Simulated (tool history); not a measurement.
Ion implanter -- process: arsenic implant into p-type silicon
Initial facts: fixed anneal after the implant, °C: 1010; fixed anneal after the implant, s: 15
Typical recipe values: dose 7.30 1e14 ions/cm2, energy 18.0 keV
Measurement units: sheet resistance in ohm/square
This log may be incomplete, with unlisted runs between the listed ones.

run,day,dose,energy,wafers since the last listed run,hours since the last dose calibration,hours since the extraction supply was calibrated,hours since the gauge calibration,"read-back reference wafer on the same gauge, sheet resistance",sheet resistance
1,0.000,7.30,21.0,0,1341.8,4843.1,93.5,150.89,167.49
2,0.496,7.30,21.0,263,1353.7,4855.0,105.4,150.99,167.45
3,0.867,7.30,18.0,197,1362.6,4863.9,114.3,150.91,172.91
4,1.504,7.30,18.0,338,1377.9,4879.2,129.6,151.04,172.35
# day 3.038: Faraday cup replaced and dose calibrated
5,3.329,7.30,18.0,792,7.0,4923.0,173.4,150.93,166.17
6,3.712,7.30,20.5,203,16.2,4932.2,182.6,150.96,161.95
# day 4.225: extraction supply calibrated
7,4.246,7.30,20.5,106,29.0,0.5,195.4,150.95,162.47
8,4.729,7.30,18.0,256,40.6,12.1,207.0,150.93,165.64
9,5.283,5.70,21.0,294,53.9,25.4,220.3,151.02,190.90
10,7.096,7.30,18.0,963,97.4,68.9,263.8,150.96,166.59
# day 7.233: gauge calibrated
11,7.504,7.30,18.0,217,107.2,78.7,6.5,151.00,166.11
12,8.183,5.14,18.0,360,123.5,95.0,22.8,150.94,210.45
13,8.492,5.54,18.0,163,130.9,102.4,30.2,151.04,199.08
14,9.125,5.82,20.5,336,146.1,117.6,45.4,150.98,189.24
15,9.538,5.39,21.0,219,156.0,127.5,55.3,150.94,198.50

Hidden state, per run?
deviation of the true energy from its setpoint, %: 0 across all the runs
gauge reads high (%): 0 across all the runs
H1: deviation of the true dose from the Faraday cup's reading, %
run,H1
1,-5.21
2,-5.3
3,-5.36
4,-5.48
5,0.528
6,0.528
7,0.526
8,0.524
9,0.52
10,0.502
11,0.497
12,0.486
13,0.481
14,0.47
15,0.462
